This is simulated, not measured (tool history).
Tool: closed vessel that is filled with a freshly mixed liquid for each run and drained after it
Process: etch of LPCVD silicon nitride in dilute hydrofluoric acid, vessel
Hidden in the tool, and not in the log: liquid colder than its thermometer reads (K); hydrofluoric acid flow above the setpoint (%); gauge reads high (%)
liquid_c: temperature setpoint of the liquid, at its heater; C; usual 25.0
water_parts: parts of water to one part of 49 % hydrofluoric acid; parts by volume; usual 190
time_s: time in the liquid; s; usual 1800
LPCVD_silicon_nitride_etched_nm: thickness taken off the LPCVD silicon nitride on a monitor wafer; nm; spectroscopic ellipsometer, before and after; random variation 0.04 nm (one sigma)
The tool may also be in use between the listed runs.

run	hour	liquid_c	water_parts	time_s	wafers since the last listed run	hours since the thermometer was replaced	hours since the hydrofluoric acid flow meter was replaced	hours since the gauge calibration	read-back film thickness of the LPCVD silicon nitride reference wafer, read on the same gauge (nm)	LPCVD_silicon_nitride_etched_nm
1	0.0	25.0	190	1800	0	1444.0	1229.4	212.7	40.01	4.95
2	15.5	25.0	190	1800	801	1459.5	1244.9	228.2	40.04	4.90
3	23.6	24.0	190	1800	418	1467.6	1253.0	236.3	40.01	4.63
4	32.5	24.0	190	1800	460	1476.5	1261.9	245.2	40.00	4.57
5	74.2	25.0	190	1800	2156	1518.2	1303.6	286.9	39.99	4.99
6	82.4	25.0	190	1800	424	1526.4	1311.8	295.1	40.04	4.92
7	88.6	25.0	190	1800	320	1532.6	1318.0	301.3	39.96	4.88
8	111.6	25.0	190	1800	1189	1555.6	1341.0	324.3	40.01	4.91
9	125.3	25.0	190	1800	708	1569.3	1354.7	338.0	39.99	4.94
# hour 126.3: thermometer replaced
10	143.3	25.0	190	1800	879	17.0	1372.7	356.0	39.99	5.56
11	158.4	25.0	190	1800	781	32.1	1387.8	371.1	39.98	5.50
12	165.3	25.0	190	1800	356	39.0	1394.7	378.0	40.01	5.60
13	175.1	25.0	190	1800	506	48.8	1404.5	387.8	40.00	5.55
# hour 176.2: gauge calibrated
14	185.6	21.0	190	1800	543	59.3	1415.0	9.4	40.01	4.30
15	200.5	25.0	190	1800	770	74.2	1429.9	24.3	39.94	5.54
16	208.8	27.5	275	1800	429	82.5	1438.2	32.6	39.99	4.47
# hour 218.3: hydrofluoric acid flow meter replaced
17	223.8	23.0	215	2150	724	97.5	5.5	47.6	40.02	4.66
18	237.1	21.0	110	955	687	110.8	18.8	60.9	39.99	3.46
19	250.1	29.5	190	2865	672	123.8	31.8	73.9	39.98	10.46
20	258.0	23.0	260	2135	408	131.7	39.7	81.8	39.97	3.83
21	264.3	28.0	150	1800	325	138.0	46.0	88.1	39.98	7.69
22	272.0	30.0	245	2200	398	145.7	53.7	95.8	40.02	6.46
23	287.7	25.0	190	1800	812	161.4	69.4	111.5	39.99	5.00
24	301.5	25.0	190	2595	713	175.2	83.2	125.3	40.03	7.12
25	334.7	25.0	145	1800	1717	208.4	116.4	158.5	40.05	6.49
26	347.0	25.0	190	1800	636	220.7	128.7	170.8	39.96	4.94
27	360.4	28.5	190	2790	693	234.1	142.1	184.2	40.00	9.52
28	369.7	26.5	215	1440	481	243.4	151.4	193.5	40.00	3.90
29	378.7	25.0	230	1800	465	252.4	160.4	202.5	39.96	4.14
30	391.4	25.0	165	1800	656	265.1	173.1	215.2	40.01	5.73
31	404.0	25.0	270	2585	651	277.7	185.7	227.8	40.02	5.04
32	436.8	21.5	115	825	1696	310.5	218.5	260.6	40.02	3.02

Some steps in LPCVD_silicon_nitride_etched_nm between neighbouring runs. How much of each would the tool show without its hidden state too (settings, what came in, random variation), and how much is left for the hidden state, with any gauge scatter that isn't in both results?
Run 9 -> 10: thermometer replaced. LPCVD_silicon_nitride_etched_nm +0.62 nm: hidden state +0.65, all else -0.03.
Run 16 -> 17: liquid_c 27.5 -> 23.0, water_parts 275 -> 215, time_s 1800 -> 2150, hydrofluoric acid flow meter replaced. LPCVD_silicon_nitride_etched_nm +0.19 nm: hidden state -0.49, all else +0.68.
Run 18 -> 19: liquid_c 21.0 -> 29.5, water_parts 110 -> 190, time_s 955 -> 2865. LPCVD_silicon_nitride_etched_nm +7.00 nm: hidden state -0.15, all else +7.15.
Run 19 -> 20: liquid_c 29.5 -> 23.0, water_parts 190 -> 260, time_s 2865 -> 2135. LPCVD_silicon_nitride_etched_nm -6.63 nm: hidden state +0.16, all else -6.79.
Run 27 -> 28: liquid_c 28.5 -> 26.5, water_parts 190 -> 215, time_s 2790 -> 1440. LPCVD_silicon_nitride_etched_nm -5.62 nm: hidden state +0.15, all else -5.77.

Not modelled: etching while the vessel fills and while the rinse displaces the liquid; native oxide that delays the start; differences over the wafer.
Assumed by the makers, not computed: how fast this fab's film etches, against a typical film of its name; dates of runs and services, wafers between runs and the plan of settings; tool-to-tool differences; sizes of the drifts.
